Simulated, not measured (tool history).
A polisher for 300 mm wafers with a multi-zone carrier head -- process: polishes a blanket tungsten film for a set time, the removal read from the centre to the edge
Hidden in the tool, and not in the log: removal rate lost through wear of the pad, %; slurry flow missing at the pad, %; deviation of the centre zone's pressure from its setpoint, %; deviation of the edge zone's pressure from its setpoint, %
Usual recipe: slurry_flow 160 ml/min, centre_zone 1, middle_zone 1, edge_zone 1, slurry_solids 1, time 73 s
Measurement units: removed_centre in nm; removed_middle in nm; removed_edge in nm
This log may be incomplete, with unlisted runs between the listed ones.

| run | hour | slurry_flow | centre_zone | middle_zone | edge_zone | slurry_solids | time | wafers since the last listed run | wafers polished on this pad | hours since the slurry nozzle was cleaned | hours since the centre zone pressure was calibrated | hours since the edge zone pressure was calibrated | hours since the carrier head's membrane was replaced | incoming thickness of the incoming film, nm | removed_centre | removed_middle | removed_edge |
|---|---|---|---|---|---|---|---|---|---|---|---|---|---|---|---|---|---|
| 1 | 0 | 160 | 1 | 1 | 1 | 1 | 73 | 0 | 4115 | 742.5 | 477.1 | 793.6 | 378.3 | 1105.5 | 356.4 | 370 | 368.6 |
|  | 29 | slurry nozzle cleaned |
| 2 | 53.4 | 160 | 1 | 1 | 1 | 1 | 73 | 695 | 4810 | 24.4 | 530.5 | 847 | 431.7 | 1092.6 | 398.6 | 409.4 | 404.5 |
| 3 | 99.1 | 160 | 1 | 1 | 1 | 1 | 73 | 606 | 5417 | 70.1 | 576.2 | 892.7 | 477.4 | 1101.4 | 397.7 | 414.1 | 409.9 |
| 4 | 144.2 | 135 | 0.88 | 1 | 1 | 1 | 88 | 598 | 6015 | 115.2 | 621.3 | 937.8 | 522.5 | 1117.1 | 401.1 | 463.9 | 469.4 |
| 5 | 240.6 | 115 | 1 | 0.9 | 1 | 1.1 | 73 | 1279 | 7295 | 211.6 | 717.7 | 1034.2 | 618.9 | 1093.7 | 379.1 | 365.1 | 387.4 |
|  | 286 | edge zone pressure recalibrated |
|  | 333.8 | worn pad replaced by a new one |
| 6 | 336.3 | 180 | 1.09 | 1 | 1 | 0.85 | 93 | 1190 | 33 | 307.3 | 813.4 | 50.3 | 714.6 | 1105 | 528.1 | 505.3 | 481 |
| 7 | 420.3 | 180 | 0.89 | 1 | 1.11 | 1 | 80 | 1114 | 1148 | 391.3 | 897.4 | 134.3 | 798.6 | 1087.5 | 392 | 465.1 | 454.8 |
| 8 | 512.3 | 160 | 1 | 1 | 1 | 1 | 73 | 1221 | 2369 | 483.3 | 989.4 | 226.3 | 890.6 | 1118 | 388.4 | 403.2 | 393.4 |
| 9 | 612.7 | 160 | 1 | 1.05 | 1 | 1.1 | 73 | 1332 | 3701 | 583.7 | 1089.8 | 326.7 | 991 | 1095.5 | 394.8 | 413.5 | 401.3 |
| 10 | 695.9 | 215 | 0.96 | 0.94 | 1 | 1 | 95 | 1104 | 4806 | 666.9 | 1173 | 409.9 | 1074.2 | 1108.1 | 503.1 | 510.1 | 511.5 |
|  | 756.8 | centre zone pressure recalibrated |
|  | 791.4 | slurry nozzle cleaned |
| 11 | 793.1 | 175 | 1 | 0.95 | 1 | 1.1 | 73 | 1250 | 6056 | 1.7 | 36.3 | 507.1 | 1171.4 | 1111.9 | 415.5 | 424.7 | 414.9 |
|  | 946.8 | carrier head's membrane replaced by a new one |
|  | 953 | worn pad replaced by a new one |
| 12 | 991.9 | 145 | 1 | 1.07 | 1 | 1 | 73 | 2519 | 515 | 200.5 | 235.1 | 705.9 | 45.1 | 1116.7 | 396.9 | 429.7 | 391 |
| 13 | 1053.3 | 135 | 1 | 0.97 | 1 | 0.9 | 73 | 814 | 1330 | 261.9 | 296.5 | 767.3 | 106.5 | 1084.6 | 371 | 364.2 | 369.6 |
| 14 | 1119.7 | 210 | 1 | 1 | 1 | 1.25 | 59 | 881 | 2212 | 328.3 | 362.9 | 833.7 | 172.9 | 1088.6 | 369.9 | 366.8 | 348 |
| 15 | 1177.2 | 160 | 1 | 1 | 1 | 1 | 73 | 763 | 2975 | 385.8 | 420.4 | 891.2 | 230.4 | 1115.8 | 395 | 410.3 | 384.7 |
| 16 | 1259.3 | 160 | 1 | 1 | 1 | 1 | 73 | 1089 | 4065 | 467.9 | 502.5 | 973.3 | 312.5 | 1103 | 385.9 | 399.4 | 385.6 |
| 17 | 1348.8 | 160 | 0.89 | 1 | 1 | 0.9 | 80 | 1187 | 5253 | 557.4 | 592 | 1062.8 | 402 | 1117 | 362.3 | 417 | 412.5 |
|  | 1455 | worn pad replaced by a new one |
| 18 | 1539.8 | 160 | 1.12 | 1 | 1 | 1.25 | 63 | 2482 | 1126 | 748.4 | 783 | 1253.8 | 593 | 1088.2 | 370.3 | 357.5 | 342.4 |
|  | 1562.8 | edge zone pressure recalibrated |
|  | 1575.2 | slurry nozzle cleaned |
| 19 | 1618.5 | 195 | 1 | 1 | 1 | 1 | 73 | 1004 | 2130 | 43.3 | 861.7 | 55.7 | 671.7 | 1102.5 | 419.2 | 412.4 | 413.5 |
| 20 | 1714.8 | 160 | 0.95 | 1.05 | 1 | 1 | 73 | 1278 | 3409 | 139.6 | 958 | 152 | 768 | 1104.4 | 379.1 | 435.9 | 398.8 |
| 21 | 1768.4 | 160 | 1 | 1.04 | 1 | 1 | 73 | 711 | 4120 | 193.2 | 1011.6 | 205.6 | 821.6 | 1094.1 | 394.7 | 426.3 | 386.9 |
| 22 | 1852.1 | 160 | 1 | 1 | 1 | 1 | 73 | 1110 | 5231 | 276.9 | 1095.3 | 289.3 | 905.3 | 1109.7 | 399.3 | 400.9 | 395 |

Hidden state, per run?
removal rate lost through wear of the pad, %: 0 across all the runs
deviation of the centre zone's pressure from its setpoint, %: 0 across all the runs
deviation of the edge zone's pressure from its setpoint, %: 0 across all the runs
H1: slurry flow missing at the pad, %
| run | H1 |
|---|---|
| 1 | 33.4 |
| 2 | 0.56 |
| 3 | 0.804 |
| 4 | 1.28 |
| 5 | 3.06 |
| 6 | 5.86 |
| 7 | 9.17 |
| 8 | 13.7 |
| 9 | 19.8 |
| 10 | 25.6 |
| 11 | 0.601 |
| 12 | 2.87 |
| 13 | 4.47 |
| 14 | 6.69 |
| 15 | 9.01 |
| 16 | 13 |
| 17 | 18.1 |
| 18 | 32.2 |
| 19 | 2.26 |
| 20 | 3.26 |
| 21 | 4.26 |
| 22 | 6.49 |
